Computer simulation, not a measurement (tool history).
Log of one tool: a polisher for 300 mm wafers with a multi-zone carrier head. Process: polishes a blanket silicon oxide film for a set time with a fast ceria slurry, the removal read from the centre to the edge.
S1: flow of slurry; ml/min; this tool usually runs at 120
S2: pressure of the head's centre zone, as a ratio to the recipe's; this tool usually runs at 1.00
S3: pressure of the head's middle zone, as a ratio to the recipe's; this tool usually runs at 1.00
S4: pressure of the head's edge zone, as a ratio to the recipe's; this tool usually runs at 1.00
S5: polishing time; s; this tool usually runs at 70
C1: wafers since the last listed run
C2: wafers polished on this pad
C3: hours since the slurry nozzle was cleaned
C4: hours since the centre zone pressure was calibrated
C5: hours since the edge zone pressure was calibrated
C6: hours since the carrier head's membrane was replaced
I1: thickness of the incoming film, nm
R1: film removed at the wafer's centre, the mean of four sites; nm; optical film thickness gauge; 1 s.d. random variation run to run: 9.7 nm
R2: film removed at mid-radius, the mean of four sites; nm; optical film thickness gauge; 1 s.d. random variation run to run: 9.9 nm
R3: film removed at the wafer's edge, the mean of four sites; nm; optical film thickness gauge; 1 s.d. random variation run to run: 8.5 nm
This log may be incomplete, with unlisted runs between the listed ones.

Run 1, hour 0.0: usual settings; C1 0; C2 645; C3 558.4; C4 1387.9; C5 1276.1; C6 42.5; I1 2505.0. Result: R1 872.3 nm, R2 856.7 nm, R3 881.7 nm.
Run 2, hour 7.3: usual settings; C1 84; C2 729; C3 565.7; C4 1395.2; C5 1283.4; C6 49.8; I1 2461.4. Result: R1 862.9 nm, R2 862.3 nm, R3 871.4 nm.
Run 3, hour 28.0: usual settings but S1 145 ml/min, S2 1.06, S5 87 s; C1 239; C2 968; C3 586.4; C4 1415.9; C5 1304.1; C6 70.5; I1 2431.1. Result: R1 1189.9 nm, R2 1097.9 nm, R3 1100.2 nm.
At hour 58.5: worn pad replaced by a new one.
Run 4, hour 63.7: usual settings; C1 366; C2 60; C3 622.1; C4 1451.6; C5 1339.8; C6 106.2; I1 2444.6. Result: R1 929.9 nm, R2 925.6 nm, R3 929.2 nm.
Run 5, hour 71.9: usual settings but S3 1.08, S4 1.10; C1 94; C2 155; C3 630.3; C4 1459.8; C5 1348.0; C6 114.4; I1 2447.3. Result: R1 917.1 nm, R2 971.2 nm, R3 957.8 nm.
At hour 83.7: centre zone pressure recalibrated.
Run 6, hour 84.5: usual settings but S1 145 ml/min, S5 81 s; C1 122; C2 277; C3 642.9; C4 0.8; C5 1360.6; C6 127.0; I1 2486.9. Result: R1 1082.7 nm, R2 1079.8 nm, R3 1079.5 nm.
At hour 110.7: edge zone pressure recalibrated.
Run 7, hour 111.2: usual settings but S1 100 ml/min, S2 1.10, S3 1.04, S4 1.06; C1 285; C2 563; C3 669.6; C4 27.5; C5 0.5; C6 153.7; I1 2474.2. Result: R1 917.4 nm, R2 870.7 nm, R3 869.0 nm.
At hour 113.0: slurry nozzle cleaned.
Run 8, hour 125.3: usual settings but S4 0.89, S5 56 s; C1 151; C2 714; C3 12.3; C4 41.6; C5 14.6; C6 167.8; I1 2416.1. Result: R1 752.2 nm, R2 750.2 nm, R3 713.9 nm.
Run 9, hour 132.5: usual settings but S1 95 ml/min, S4 0.96, S5 88 s; C1 83; C2 797; C3 19.5; C4 48.8; C5 21.8; C6 175.0; I1 2462.8. Result: R1 1150.8 nm, R2 1134.9 nm, R3 1114.0 nm.
Run 10, hour 141.6: usual settings but S1 80 ml/min, S2 1.12, S3 1.09; C1 105; C2 903; C3 28.6; C4 57.9; C5 30.9; C6 184.1; I1 2441.6. Result: R1 971.1 nm, R2 929.7 nm, R3 882.4 nm.
Run 11, hour 155.4: usual settings but S5 58 s; C1 159; C2 1062; C3 42.4; C4 71.7; C5 44.7; C6 197.9; I1 2453.7. Result: R1 771.5 nm, R2 757.4 nm, R3 758.2 nm.
At hour 173.9: worn pad replaced by a new one.
Run 12, hour 174.4: usual settings but S1 80 ml/min, S2 1.12, S3 1.09; C1 173; C2 6; C3 61.4; C4 90.7; C5 63.7; C6 216.9; I1 2495.0. Result: R1 1045.8 nm, R2 1003.4 nm, R3 942.5 nm.
Run 13, hour 178.6: usual settings but S2 0.94, S3 0.90, S5 88 s; C1 48; C2 54; C3 65.6; C4 94.9; C5 67.9; C6 221.1; I1 2481.7. Result: R1 1191.9 nm, R2 1126.9 nm, R3 1233.5 nm.
Run 14, hour 190.9: usual settings but S2 0.93, S4 0.95; C1 142; C2 196; C3 77.9; C4 107.2; C5 80.2; C6 233.4; I1 2490.6. Result: R1 912.8 nm, R2 982.6 nm, R3 935.7 nm.
Run 15, hour 207.3: usual settings; C1 189; C2 386; C3 94.3; C4 123.6; C5 96.6; C6 249.8; I1 2507.4. Result: R1 973.1 nm, R2 949.9 nm, R3 952.9 nm.
Run 16, hour 217.7: usual settings; C1 120; C2 506; C3 104.7; C4 134.0; C5 107.0; C6 260.2; I1 2521.1. Result: R1 953.4 nm, R2 927.3 nm, R3 949.9 nm.
Run 17, hour 229.9: usual settings but S4 0.93; C1 140; C2 647; C3 116.9; C4 146.2; C5 119.2; C6 272.4; I1 2462.7. Result: R1 931.6 nm, R2 941.9 nm, R3 901.4 nm.
Run 18, hour 257.0: usual settings but S2 1.09, S5 87 s; C1 313; C2 960; C3 144.0; C4 173.3; C5 146.3; C6 299.5; I1 2465.4. Result: R1 1254.5 nm, R2 1147.8 nm, R3 1141.1 nm.
Run 19, hour 266.1: usual settings but S4 0.94; C1 105; C2 1065; C3 153.1; C4 182.4; C5 155.4; C6 308.6; I1 2456.9. Result: R1 920.4 nm, R2 905.6 nm, R3 884.0 nm.
Run 20, hour 277.6: usual settings but S1 135 ml/min, S2 0.92; C1 132; C2 1198; C3 164.6; C4 193.9; C5 166.9; C6 320.1; I1 2487.0. Result: R1 868.0 nm, R2 924.8 nm, R3 929.1 nm.
Run 21, hour 289.3: usual settings but S1 100 ml/min, S2 1.10, S3 1.04, S4 1.06; C1 135; C2 1333; C3 176.3; C4 205.6; C5 178.6; C6 331.8; I1 2444.9. Result: R1 985.0 nm, R2 908.7 nm, R3 906.8 nm.

Predict each of these 5 candidate next runs independently; none follows another, all start after run 21:
Run A, hour 289.8: usual settings but S1 140 ml/min; C1 5; C2 1339; C3 176.8; C4 206.1; C5 179.1; C6 332.3; I1 2492.0. Result: R1 ?, R2 ?, R3 ?.
Run B, hour 289.8: usual settings but S3 1.07; C1 5; C2 1339; C3 176.8; C4 206.1; C5 179.1; C6 332.3; I1 2492.0. Result: R1 ?, R2 ?, R3 ?.
Run C, hour 289.8: usual settings but S1 95 ml/min, S3 1.05; C1 5; C2 1339; C3 176.8; C4 206.1; C5 179.1; C6 332.3; I1 2492.0. Result: R1 ?, R2 ?, R3 ?.
Run D, hour 289.8: usual settings but S5 50 s; C1 5; C2 1339; C3 176.8; C4 206.1; C5 179.1; C6 332.3; I1 2492.0. Result: R1 ?, R2 ?, R3 ?.
Run E, hour 289.8: usual settings but S2 0.94, S4 1.07, S5 61 s; C1 5; C2 1339; C3 176.8; C4 206.1; C5 179.1; C6 332.3; I1 2492.0. Result: R1 ?, R2 ?, R3 ?.

run     R1     R2     R3
  A  942.0  928.9  919.9
  B  915.2  958.9  902.9
  C  873.1  905.9  878.6
  D  653.4  646.7  645.5
  E  749.0  789.1  814.1
With no hidden state in the tool, these same runs would have given:
run      R1      R2      R3
  A  1057.9  1039.4  1021.3
  B  1031.1  1075.8  1004.0
  C   988.7  1020.6   979.3
  D   736.1   725.5   717.8
  E   843.8   885.4   905.3
